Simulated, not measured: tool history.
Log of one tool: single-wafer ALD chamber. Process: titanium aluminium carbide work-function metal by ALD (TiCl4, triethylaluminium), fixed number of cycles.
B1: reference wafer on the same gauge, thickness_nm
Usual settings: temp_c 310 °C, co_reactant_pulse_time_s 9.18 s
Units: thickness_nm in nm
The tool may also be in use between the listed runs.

run 1 hour=0 | temp_c=310 co_reactant_pulse_time_s=7.63 | B1=2.5 | thickness_nm=1.747
-- hour=94.3 triethylaluminium bottle replaced
run 2 hour=98.8 | temp_c=310 co_reactant_pulse_time_s=9.18 | B1=2.501 | thickness_nm=2.077
run 3 hour=196.1 | temp_c=310 co_reactant_pulse_time_s=9.18 | B1=2.501 | thickness_nm=2.072
run 4 hour=282 | temp_c=310 co_reactant_pulse_time_s=9.18 | B1=2.499 | thickness_nm=2.07
run 5 hour=367.6 | temp_c=310 co_reactant_pulse_time_s=9.18 | B1=2.502 | thickness_nm=2.038
-- hour=384 gauge calibrated
run 6 hour=405 | temp_c=310 co_reactant_pulse_time_s=9.18 | B1=2.496 | thickness_nm=2.026
run 7 hour=495.9 | temp_c=310 co_reactant_pulse_time_s=9.18 | B1=2.497 | thickness_nm=2.045
run 8 hour=542.5 | temp_c=310 co_reactant_pulse_time_s=9.18 | B1=2.5 | thickness_nm=2.041
run 9 hour=643.8 | temp_c=310 co_reactant_pulse_time_s=9.18 | B1=2.5 | thickness_nm=2.026
run 10 hour=700.8 | temp_c=310 co_reactant_pulse_time_s=9.18 | B1=2.5 | thickness_nm=1.996
run 11 hour=771.1 | temp_c=295 co_reactant_pulse_time_s=9.18 | B1=2.5 | thickness_nm=1.849
run 12 hour=843.2 | temp_c=305 co_reactant_pulse_time_s=9.18 | B1=2.5 | thickness_nm=1.955
run 13 hour=929.3 | temp_c=321 co_reactant_pulse_time_s=7.97 | B1=2.498 | thickness_nm=1.966
run 14 hour=1004.4 | temp_c=296 co_reactant_pulse_time_s=6.58 | B1=2.502 | thickness_nm=1.564
run 15 hour=1104.6 | temp_c=298 co_reactant_pulse_time_s=11.32 | B1=2.5 | thickness_nm=1.931
-- hour=1125.3 thermocouple changed; heater temperature recalibrated
-- hour=1136.4 showerhead replaced
run 16 hour=1180.1 | temp_c=310 co_reactant_pulse_time_s=9.18 | B1=2.499 | thickness_nm=2.008
run 17 hour=1260.3 | temp_c=295 co_reactant_pulse_time_s=12.3 | B1=2.5 | thickness_nm=1.963
-- hour=1358.4 triethylaluminium bottle replaced
run 18 hour=1358.9 | temp_c=297 co_reactant_pulse_time_s=9.18 | B1=2.499 | thickness_nm=1.965
run 19 hour=1404 | temp_c=310 co_reactant_pulse_time_s=6.89 | B1=2.503 | thickness_nm=1.918
run 20 hour=1453.8 | temp_c=310 co_reactant_pulse_time_s=12.49 | B1=2.502 | thickness_nm=2.155
run 21 hour=1511.4 | temp_c=304 co_reactant_pulse_time_s=8.09 | B1=2.5 | thickness_nm=1.948
run 22 hour=1583.8 | temp_c=310 co_reactant_pulse_time_s=9.18 | B1=2.496 | thickness_nm=2.042
run 23 hour=1653.6 | temp_c=319 co_reactant_pulse_time_s=10.78 | B1=2.499 | thickness_nm=2.212
run 24 hour=1730.2 | temp_c=310 co_reactant_pulse_time_s=12.44 | B1=2.5 | thickness_nm=2.167
run 25 hour=1801.1 | temp_c=323 co_reactant_pulse_time_s=9.18 | B1=2.5 | thickness_nm=2.163
run 26 hour=1840.8 | temp_c=310 co_reactant_pulse_time_s=9.18 | B1=2.499 | thickness_nm=2.044
run 27 hour=1893.7 | temp_c=304 co_reactant_pulse_time_s=11.8 | B1=2.501 | thickness_nm=2.087
run 28 hour=1994.6 | temp_c=323 co_reactant_pulse_time_s=12.11 | B1=2.503 | thickness_nm=2.233
run 29 hour=2065.4 | temp_c=317 co_reactant_pulse_time_s=10.73 | B1=2.501 | thickness_nm=2.152
run 30 hour=2146 | temp_c=310 co_reactant_pulse_time_s=7.46 | B1=2.498 | thickness_nm=1.836
run 31 hour=2198.3 | temp_c=322 co_reactant_pulse_time_s=11.17 | B1=2.499 | thickness_nm=2.199
run 32 hour=2291.6 | temp_c=310 co_reactant_pulse_time_s=9.18 | B1=2.501 | thickness_nm=1.987
run 33 hour=2395 | temp_c=310 co_reactant_pulse_time_s=12.49 | B1=2.499 | thickness_nm=2.089

4 ways to go on from here, each from the tool as it stands after run 33. What would each give?
run A hour=2395.4 | temp_c=310 co_reactant_pulse_time_s=9.18 | B1=? | thickness_nm=?
run B hour=2395.4 | temp_c=324 co_reactant_pulse_time_s=11.42 | B1=? | thickness_nm=?
run C hour=2395.4 | temp_c=319 co_reactant_pulse_time_s=7.4 | B1=? | thickness_nm=?
run D hour=2395.4 | temp_c=322 co_reactant_pulse_time_s=8.08 | B1=? | thickness_nm=?

run=A B1=2.504 thickness_nm=1.966
run=B B1=2.504 thickness_nm=2.21
run=C B1=2.504 thickness_nm=1.869
run=D B1=2.504 thickness_nm=1.978
Without the tool's hidden state the same runs would have given:
run=A thickness_nm=2.118
run=B thickness_nm=2.32
run=C thickness_nm=2.079
run=D thickness_nm=2.169
